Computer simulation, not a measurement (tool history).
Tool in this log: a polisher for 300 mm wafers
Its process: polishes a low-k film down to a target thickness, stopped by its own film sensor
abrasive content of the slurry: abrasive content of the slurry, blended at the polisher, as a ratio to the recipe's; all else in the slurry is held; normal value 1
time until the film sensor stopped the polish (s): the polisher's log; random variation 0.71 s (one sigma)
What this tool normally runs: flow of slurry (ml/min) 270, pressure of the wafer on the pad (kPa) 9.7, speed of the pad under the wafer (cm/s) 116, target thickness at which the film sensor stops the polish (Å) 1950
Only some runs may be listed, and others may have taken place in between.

| run | hour | flow of slurry (ml/min) | pressure of the wafer on the pad (kPa) | speed of the pad under the wafer (cm/s) | abrasive content of the slurry | target thickness at which the film sensor stops the polish (Å) | incoming thickness of the incoming film, nm | time until the film sensor stopped the polish (s) |
|---|---|---|---|---|---|---|---|---|
| 1 | 0 | 270 | 9.7 | 116 | 1.15 | 1950 | 217 | 64.2 |
|  | 11.6 | worn pad replaced by a new one |
| 2 | 28.9 | 270 | 9.7 | 116 | 1 | 1980 | 221.6 | 68.5 |
|  | 60.2 | head pressure recalibrated |
| 3 | 64.1 | 270 | 9.7 | 116 | 1 | 1980 | 219.4 | 63.5 |
| 4 | 99.6 | 270 | 9.7 | 116 | 1 | 1980 | 216.8 | 57.3 |
| 5 | 118.6 | 270 | 9.7 | 116 | 1 | 1950 | 223.5 | 85.6 |
| 6 | 141.2 | 270 | 9.7 | 88 | 0.95 | 1950 | 219.2 | 90.8 |
| 7 | 157.6 | 270 | 9.7 | 116 | 1 | 1950 | 219.6 | 75.9 |
| 8 | 175.3 | 200 | 9.7 | 136 | 1 | 1950 | 217.3 | 64.6 |
|  | 188.8 | worn pad replaced by a new one |
| 9 | 195.5 | 270 | 9.7 | 116 | 1 | 1950 | 224.5 | 85 |
| 10 | 220.2 | 195 | 7.6 | 78 | 1 | 1880 | 219.3 | 157 |
|  | 226.4 | slurry blender recalibrated |
| 11 | 253.1 | 230 | 11 | 116 | 0.9 | 1860 | 222.1 | 104.3 |
|  | 296.4 | slurry nozzle cleaned |
| 12 | 314.9 | 270 | 9.7 | 116 | 1 | 1950 | 216.3 | 65.8 |
| 13 | 335.8 | 230 | 9.7 | 116 | 1 | 1950 | 219.9 | 77.6 |
|  | 361.2 | conditioning disc replaced and pad reconditioned |
|  | 364.4 | worn pad replaced by a new one |
| 14 | 365.2 | 315 | 9.7 | 116 | 1 | 1950 | 220.1 | 70.4 |
| 15 | 394.2 | 355 | 7.6 | 148 | 1 | 2000 | 221.4 | 66.6 |
| 16 | 428.7 | 215 | 7.6 | 116 | 1.25 | 1950 | 217.8 | 80.3 |
| 17 | 463.3 | 200 | 9 | 130 | 1 | 1890 | 215.6 | 83.6 |
| 18 | 487.4 | 270 | 8.3 | 116 | 1 | 1950 | 223.7 | 103.2 |
| 19 | 500.9 | 355 | 11.7 | 116 | 1.1 | 1980 | 217.5 | 46.5 |
| 20 | 514.4 | 355 | 7.6 | 148 | 1 | 2000 | 217 | 56 |
| 21 | 534.3 | 270 | 9.7 | 116 | 1 | 1950 | 222.1 | 82.8 |
|  | 545.6 | worn pad replaced by a new one |
| 22 | 559.8 | 295 | 9.7 | 116 | 1 | 1950 | 217.7 | 66.1 |
| 23 | 580.6 | 270 | 9.7 | 116 | 1 | 1950 | 220 | 75.4 |
| 24 | 616.2 | 270 | 9.7 | 116 | 1 | 1950 | 219.3 | 75.3 |
| 25 | 632.5 | 245 | 9.7 | 138 | 1.2 | 1950 | 219.3 | 61.5 |

5 options for the next run, each taken on its own from the tool as it stands now. Forecast them:
| A | 632.9 | 270 | 9.7 | 98 | 1 | 1950 | 219.5 | ? |
| B | 632.9 | 270 | 6.9 | 116 | 1 | 1950 | 219.5 | ? |
| C | 632.9 | 270 | 9.7 | 116 | 1 | 2020 | 219.5 | ? |
| D | 632.9 | 270 | 6.9 | 94 | 1 | 1870 | 219.5 | ? |
| E | 632.9 | 270 | 9.7 | 138 | 1 | 1950 | 219.5 | ? |

| run | time until the film sensor stopped the polish (s) |
|---|---|
| A | 83.6 |
| B | 104.8 |
| C | 53.5 |
| D | 159.5 |
| E | 66.6 |
With the hidden condition removed and each run's random variation left untouched, the same runs would have given:
| run | time until the film sensor stopped the polish (s) |
|---|---|
| A | 77.2 |
| B | 96.8 |
| C | 49.4 |
| D | 147.3 |
| E | 61.5 |
